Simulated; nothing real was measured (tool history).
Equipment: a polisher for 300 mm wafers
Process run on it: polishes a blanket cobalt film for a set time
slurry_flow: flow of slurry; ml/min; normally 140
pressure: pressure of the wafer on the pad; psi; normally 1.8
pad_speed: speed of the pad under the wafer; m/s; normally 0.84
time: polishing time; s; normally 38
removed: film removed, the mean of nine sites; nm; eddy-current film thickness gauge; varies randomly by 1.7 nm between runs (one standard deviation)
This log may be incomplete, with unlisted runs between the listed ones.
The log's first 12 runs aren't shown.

run	hour	slurry_flow	pressure	pad_speed	time	incoming thickness of the incoming film, nm	removed
13	842.1	140	1.8	0.84	38	1249.2	122.6
14	926.4	140	1.8	0.84	38	1247.3	120.2
# hour 962.7: head pressure recalibrated
# hour 1006.0: worn pad replaced by a new one
15	1023.9	140	1.8	0.84	38	1251.3	130.3
16	1095.2	140	1.8	0.84	38	1264.1	130.2
17	1168.7	140	1.8	0.84	38	1239.4	129.4
18	1252.4	165	1.8	0.62	38	1268.8	108.8
# hour 1257.8: slurry nozzle cleaned
19	1327.8	140	2.3	0.84	51	1236.1	221.9
20	1418.1	165	1.4	1.10	46	1253.0	150.1
# hour 1682.2: worn pad replaced by a new one
21	1688.2	140	2.2	0.70	46	1253.0	168.8
22	1742.5	95	2.3	0.74	38	1255.4	147.1
23	1850.3	140	1.8	0.84	38	1223.3	129.7
24	1938.1	160	1.8	1.12	38	1249.3	159.9
25	2033.1	140	1.8	0.84	38	1238.6	129.4
# hour 2042.0: slurry nozzle cleaned
26	2123.6	180	1.8	0.84	38	1265.8	128.5
27	2217.4	140	1.8	0.84	38	1248.1	121.9

Run 28, settings as shown, results not yet in. Your forecast:
28	2275.8	140	1.6	0.98	29	1247.6	?

{"run 28": {"removed": 92.4}}
Were there no unlogged condition in the tool, this run, its random variation unchanged, would have produced removed 98.8 nm.

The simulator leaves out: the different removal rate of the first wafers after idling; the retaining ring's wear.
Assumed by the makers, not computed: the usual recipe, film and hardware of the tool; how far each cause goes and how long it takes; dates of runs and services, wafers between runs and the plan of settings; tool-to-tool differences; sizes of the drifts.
